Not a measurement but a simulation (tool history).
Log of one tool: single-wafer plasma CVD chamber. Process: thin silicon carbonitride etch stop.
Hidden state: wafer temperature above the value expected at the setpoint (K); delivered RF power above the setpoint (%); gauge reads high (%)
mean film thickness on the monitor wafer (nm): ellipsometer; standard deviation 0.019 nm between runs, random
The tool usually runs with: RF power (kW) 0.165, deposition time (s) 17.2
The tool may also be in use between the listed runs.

run,day,RF power (kW),deposition time (s),wafers since the last listed run,hours since the last thermocouple change,hours since the last RF generator calibration,hours since the showerhead was replaced,hours since the gauge calibration,"read-back reference wafer on the same gauge, thickness_nm",mean film thickness on the monitor wafer (nm)
1,0,0.165,15.4,0,2565.1,1085.1,2555.7,870.1,7.941,7.952
2,0.958,0.165,17.2,676,2588.1,1108.1,2578.7,893.1,7.943,8.909
3,2.179,0.165,17.2,862,2617.4,1137.4,2608,922.4,7.94,8.872
4,2.696,0.165,17.2,364,2629.8,1149.8,2620.4,934.8,7.944,8.86
5,3.708,0.165,17.2,715,2654.1,1174.1,2644.7,959.1,7.943,8.861
6,4.946,0.19,17.2,873,2683.8,1203.8,2674.4,988.8,7.944,9.234
7,8.975,0.19,17.2,2845,2780.5,1300.5,2771.1,1085.5,7.945,9.245
# day 9.317: thermocouple changed; heater temperature recalibrated
8,10.425,0.185,18.6,788,26.6,1335.3,2805.9,1120.3,7.944,9.87
# day 11.171: showerhead replaced
9,11.638,0.165,17.2,620,55.7,1364.4,11.2,1149.4,7.941,8.89
10,12.158,0.165,17.2,367,68.2,1376.9,23.7,1161.9,7.937,8.9
11,12.962,0.165,16.2,567,87.5,1396.2,43,1181.2,7.937,8.363
12,14.162,0.165,16.2,847,116.3,1425,71.8,1210,7.941,8.381
13,15.154,0.165,17.2,700,140.1,1448.8,95.6,1233.8,7.945,8.916
14,15.825,0.165,17.2,473,156.2,1464.9,111.7,1249.9,7.947,8.895
15,16.871,0.165,13.9,738,181.3,1490,136.8,1275,7.941,7.148
16,17.875,0.165,17.2,709,205.4,1514.1,160.9,1299.1,7.937,8.891
17,18.958,0.175,15.7,765,231.4,1540.1,186.9,1325.1,7.938,8.205
18,19.771,0.165,13.9,573,250.9,1559.6,206.4,1344.6,7.93,7.185
19,20.829,0.185,20.2,747,276.3,1585,231.8,1370,7.942,10.733
20,23.308,0.135,17.2,1750,335.8,1644.5,291.3,1429.5,7.942,8.445
21,24.733,0.165,17.2,1006,370,1678.7,325.5,1463.7,7.935,8.86
# day 24.846: gauge calibrated
# day 28.462: RF generator calibrated
22,28.871,0.135,18.5,2686,469.3,9.8,424.8,96.6,7.935,9.248
23,29.371,0.165,18.2,353,481.3,21.8,436.8,108.6,7.947,9.565
24,30.175,0.165,14.6,567,500.6,41.1,456.1,127.9,7.93,7.669
25,31.175,0.165,17.2,706,524.6,65.1,480.1,151.9,7.933,9.047
26,32.208,0.165,19.4,729,549.4,89.9,504.9,176.7,7.937,10.167
27,33.538,0.145,14.4,938,581.3,121.8,536.8,208.6,7.939,7.298
28,34.912,0.15,18.7,971,614.3,154.8,569.8,241.6,7.944,9.563
29,36.392,0.165,14,1044,649.8,190.3,605.3,277.1,7.941,7.327
30,38.717,0.165,17.2,1641,705.6,246.1,661.1,332.9,7.947,8.96
31,39.583,0.165,19.3,612,726.4,266.9,681.9,353.7,7.939,10.089
32,40.733,0.165,19.9,812,754,294.5,709.5,381.3,7.939,10.397
33,41.983,0.175,17.2,882,784,324.5,739.5,411.3,7.938,9.099
34,42.896,0.14,17.2,644,805.9,346.4,761.4,433.2,7.939,8.591
35,43.583,0.195,17.2,485,822.4,362.9,777.9,449.7,7.94,9.363
36,44.217,0.165,17.2,447,837.6,378.1,793.1,464.9,7.938,8.961
37,45.388,0.135,19.9,826,865.7,406.2,821.2,493,7.94,9.824

Some steps in mean film thickness on the monitor wafer (nm) between neighbouring runs. How much of each would the tool show without its hidden state too (settings, what came in, random variation), and how much is left for the hidden state, with any gauge scatter that isn't in both results?
Run 18 -> 19: RF power (kW) 0.165 -> 0.185, deposition time (s) 13.9 -> 20.2. mean film thickness on the monitor wafer (nm) +3.548: hidden state -0.078, all else +3.626.
Run 19 -> 20: RF power (kW) 0.185 -> 0.135, deposition time (s) 20.2 -> 17.2. mean film thickness on the monitor wafer (nm) -2.288: hidden state +0.048, all else -2.336.
Run 21 -> 22: RF power (kW) 0.165 -> 0.135, deposition time (s) 17.2 -> 18.5, gauge calibrated, RF generator calibrated. mean film thickness on the monitor wafer (nm) +0.388: hidden state +0.174, all else +0.214.
Run 26 -> 27: RF power (kW) 0.165 -> 0.145, deposition time (s) 19.4 -> 14.4. mean film thickness on the monitor wafer (nm) -2.869: hidden state +0.007, all else -2.876.

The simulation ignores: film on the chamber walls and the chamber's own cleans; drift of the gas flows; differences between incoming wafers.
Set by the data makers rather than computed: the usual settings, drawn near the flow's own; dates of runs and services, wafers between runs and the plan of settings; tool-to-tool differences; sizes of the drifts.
